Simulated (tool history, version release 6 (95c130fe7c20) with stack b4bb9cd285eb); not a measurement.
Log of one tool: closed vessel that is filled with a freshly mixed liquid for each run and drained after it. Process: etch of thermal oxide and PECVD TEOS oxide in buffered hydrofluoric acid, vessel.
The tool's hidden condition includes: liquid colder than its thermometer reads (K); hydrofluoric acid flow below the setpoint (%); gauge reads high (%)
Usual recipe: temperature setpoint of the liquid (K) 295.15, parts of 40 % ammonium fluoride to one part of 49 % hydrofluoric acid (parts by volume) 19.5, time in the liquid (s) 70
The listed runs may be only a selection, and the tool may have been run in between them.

run	day	temperature setpoint of the liquid (K)	parts of 40 % ammonium fluoride to one part of 49 % hydrofluoric acid (parts by volume)	time in the liquid (s)	wafers since the last listed run	hours since the thermometer was replaced	hours since the hydrofluoric acid flow meter was replaced	hours since the gauge calibration	read-back film thickness of the thermal oxide reference wafer, read on the same gauge (nm)	read-back film thickness of the PECVD TEOS oxide reference wafer, read on the same gauge (nm)	thickness taken off the thermal oxide on a monitor wafer (nm)	thickness taken off the PECVD TEOS oxide on a monitor wafer (nm)
1	0.000	295.15	19.5	70	0	86.7	838.3	2938.0	94.30	157.22	36.08	48.35
2	3.175	295.15	19.5	70	10671	162.9	914.5	3014.2	94.45	157.37	36.17	48.16
3	7.167	292.65	14.5	55	13415	258.7	1010.3	3110.0	94.54	157.55	32.58	44.61
4	9.429	295.15	19.5	110	7604	313.0	1064.6	3164.3	94.66	157.64	57.52	76.42
5	13.054	291.15	21.5	40	12183	400.0	1151.6	3251.3	94.76	157.92	15.27	20.57
6	17.354	298.65	19.5	30	14452	503.2	1254.8	3354.5	94.87	158.09	19.02	25.11
7	19.100	296.65	19.5	70	5867	545.1	1296.7	3396.4	94.88	158.19	39.28	53.46
8	23.342	295.15	14.5	70	14256	646.9	1398.5	3498.2	95.10	158.38	48.32	65.98
# day 24.079: thermometer replaced
9	25.812	296.65	24.0	70	8164	41.6	1457.8	3557.5	95.13	158.56	33.64	45.16
10	28.004	295.15	19.5	70	7366	94.2	1510.4	3610.1	95.18	158.69	36.40	48.97
11	29.892	295.15	19.5	70	6343	139.5	1555.7	3655.4	95.24	158.74	36.38	49.11
12	31.700	295.15	26.5	70	6077	182.9	1599.1	3698.8	95.29	158.82	28.94	38.90
13	34.521	295.15	19.5	70	9480	250.6	1666.8	3766.5	95.41	158.96	36.22	48.96
14	38.750	295.15	19.5	70	14214	352.1	1768.3	3868.0	95.50	159.18	36.30	49.14
# day 39.608: hydrofluoric acid flow meter replaced
# day 39.992: gauge calibrated
15	40.762	291.65	16.5	90	6623	400.4	27.7	18.5	90.14	150.18	42.83	57.66
16	43.354	298.15	16.0	60	8710	462.6	89.9	80.7	90.19	150.30	42.43	56.15
17	45.596	291.65	19.5	85	7534	516.4	143.7	134.5	90.25	150.44	34.11	46.26
18	47.729	295.15	19.5	70	7170	567.6	194.9	185.7	90.34	150.58	34.33	46.23
19	50.438	295.15	19.5	70	9102	632.6	259.9	250.7	90.40	150.68	34.04	46.30
20	53.692	298.65	15.5	45	10937	710.7	338.0	328.8	90.52	150.84	33.81	45.29
# day 56.421: thermometer replaced
21	56.442	295.15	11.5	70	9102	0.5	404.0	394.8	90.61	150.99	58.91	77.41
22	59.829	295.15	19.5	70	11385	81.8	485.3	476.1	90.71	151.19	34.58	46.38
23	62.633	295.15	19.5	70	9424	149.1	552.6	543.4	90.77	151.34	34.55	46.52
24	64.471	295.15	23.5	90	6175	193.2	596.7	587.5	90.85	151.44	38.78	52.19
25	68.229	295.15	19.5	70	12631	283.4	686.9	677.7	90.95	151.60	34.96	46.08
26	71.683	291.65	16.0	40	11609	366.3	769.8	760.6	91.06	151.78	19.57	26.50

Forecast each of these 4 alternatives for the next run:
A	71.712	293.65	19.5	70	98	367.0	770.5	761.3	?	?	?	?
B	71.712	295.15	22.0	105	98	367.0	770.5	761.3	?	?	?	?
C	71.712	299.65	19.5	70	98	367.0	770.5	761.3	?	?	?	?
D	71.712	291.15	13.5	90	98	367.0	770.5	761.3	?	?	?	?

run	read-back film thickness of the thermal oxide reference wafer, read on the same gauge (nm)	read-back film thickness of the PECVD TEOS oxide reference wafer, read on the same gauge (nm)	thickness taken off the thermal oxide on a monitor wafer (nm)	thickness taken off the PECVD TEOS oxide on a monitor wafer (nm)
A	91.06	151.81	32.28	43.03
B	91.06	151.81	48.07	64.09
C	91.06	151.81	44.87	59.82
D	91.06	151.81	51.78	69.04
With the hidden condition removed and each run's random variation left untouched, the same runs would have given:
run	thickness taken off the thermal oxide on a monitor wafer (nm)	thickness taken off the PECVD TEOS oxide on a monitor wafer (nm)
A	31.89	42.52
B	47.50	63.33
C	44.34	59.12
D	51.17	68.22
